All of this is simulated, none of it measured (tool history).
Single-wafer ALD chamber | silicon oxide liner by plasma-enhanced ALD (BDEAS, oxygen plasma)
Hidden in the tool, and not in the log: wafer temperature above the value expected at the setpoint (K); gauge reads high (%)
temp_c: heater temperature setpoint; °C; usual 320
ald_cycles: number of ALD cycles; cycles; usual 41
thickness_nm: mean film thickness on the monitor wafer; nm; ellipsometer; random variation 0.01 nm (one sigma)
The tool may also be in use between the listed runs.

| run | day | temp_c | ald_cycles | wafers since the last listed run | hours since the last thermocouple change | hours since the gauge calibration | read-back reference wafer on the same gauge, thickness_nm | thickness_nm |
|---|---|---|---|---|---|---|---|---|
| 1 | 0.000 | 320 | 41 | 0 | 501.5 | 103.7 | 3.301 | 4.003 |
| 2 | 1.267 | 320 | 41 | 292 | 531.9 | 134.1 | 3.300 | 3.982 |
| 3 | 3.596 | 320 | 44 | 537 | 587.8 | 190.0 | 3.299 | 4.296 |
| 4 | 4.671 | 320 | 44 | 248 | 613.6 | 215.8 | 3.302 | 4.288 |
| 5 | 6.404 | 320 | 44 | 400 | 655.2 | 257.4 | 3.301 | 4.291 |
| 6 | 7.796 | 320 | 41 | 321 | 688.6 | 290.8 | 3.300 | 4.018 |
| 7 | 9.238 | 320 | 41 | 332 | 723.2 | 325.4 | 3.298 | 4.016 |
| 8 | 10.333 | 320 | 41 | 253 | 749.5 | 351.7 | 3.300 | 4.033 |
| 9 | 12.408 | 320 | 41 | 479 | 799.3 | 401.5 | 3.300 | 4.009 |
| 10 | 14.654 | 320 | 41 | 518 | 853.2 | 455.4 | 3.300 | 4.009 |
| 11 | 17.400 | 320 | 41 | 633 | 919.1 | 521.3 | 3.300 | 4.009 |
| 12 | 19.017 | 320 | 41 | 373 | 957.9 | 560.1 | 3.300 | 3.996 |
|  | 21.946 | thermocouple changed; heater temperature recalibrated |
| 13 | 21.967 | 320 | 41 | 604 | 0.5 | 630.9 | 3.302 | 3.985 |
| 14 | 22.888 | 331 | 44 | 212 | 22.6 | 653.0 | 3.300 | 4.204 |
| 15 | 23.900 | 331 | 44 | 233 | 46.9 | 677.3 | 3.301 | 4.231 |
| 16 | 26.429 | 327 | 33 | 583 | 107.6 | 738.0 | 3.302 | 3.181 |
| 17 | 29.212 | 329 | 34 | 642 | 174.4 | 804.8 | 3.299 | 3.269 |
| 18 | 32.212 | 320 | 41 | 692 | 246.4 | 876.8 | 3.299 | 3.994 |
| 19 | 33.933 | 320 | 34 | 397 | 287.7 | 918.1 | 3.300 | 3.310 |
| 20 | 35.188 | 320 | 37 | 289 | 317.8 | 948.2 | 3.299 | 3.613 |
| 21 | 37.312 | 320 | 41 | 490 | 368.8 | 999.2 | 3.300 | 3.999 |
|  | 39.321 | gauge calibrated |
| 22 | 40.092 | 316 | 45 | 641 | 435.5 | 18.5 | 3.299 | 4.422 |
| 23 | 41.346 | 313 | 41 | 289 | 465.6 | 48.6 | 3.299 | 4.048 |
| 24 | 43.817 | 316 | 41 | 570 | 524.9 | 107.9 | 3.300 | 4.035 |
| 25 | 45.571 | 308 | 34 | 405 | 567.0 | 150.0 | 3.299 | 3.370 |
| 26 | 46.696 | 305 | 34 | 259 | 594.0 | 177.0 | 3.302 | 3.389 |
| 27 | 51.750 | 329 | 37 | 1166 | 715.3 | 298.3 | 3.300 | 3.577 |
| 28 | 54.458 | 320 | 33 | 625 | 780.3 | 363.3 | 3.299 | 3.227 |
| 29 | 56.262 | 320 | 41 | 416 | 823.6 | 406.6 | 3.300 | 4.011 |
| 30 | 58.271 | 328 | 48 | 463 | 871.8 | 454.8 | 3.300 | 4.628 |
| 31 | 59.333 | 331 | 41 | 245 | 897.3 | 480.3 | 3.299 | 3.949 |

Forecast each of these 5 alternatives for the next run:
| A | 59.354 | 315 | 41 | 4 | 897.8 | 480.8 | ? | ? |
| B | 59.354 | 316 | 37 | 4 | 897.8 | 480.8 | ? | ? |
| C | 59.354 | 328 | 45 | 4 | 897.8 | 480.8 | ? | ? |
| D | 59.354 | 312 | 34 | 4 | 897.8 | 480.8 | ? | ? |
| E | 59.354 | 309 | 37 | 4 | 897.8 | 480.8 | ? | ? |

| run | read-back reference wafer on the same gauge, thickness_nm | thickness_nm |
|---|---|---|
| A | 3.300 | 4.037 |
| B | 3.300 | 3.639 |
| C | 3.300 | 4.355 |
| D | 3.300 | 3.361 |
| E | 3.300 | 3.673 |
Without the tool's hidden state the same runs would have given:
| run | thickness_nm |
|---|---|
| A | 4.004 |
| B | 3.608 |
| C | 4.318 |
| D | 3.334 |
| E | 3.642 |
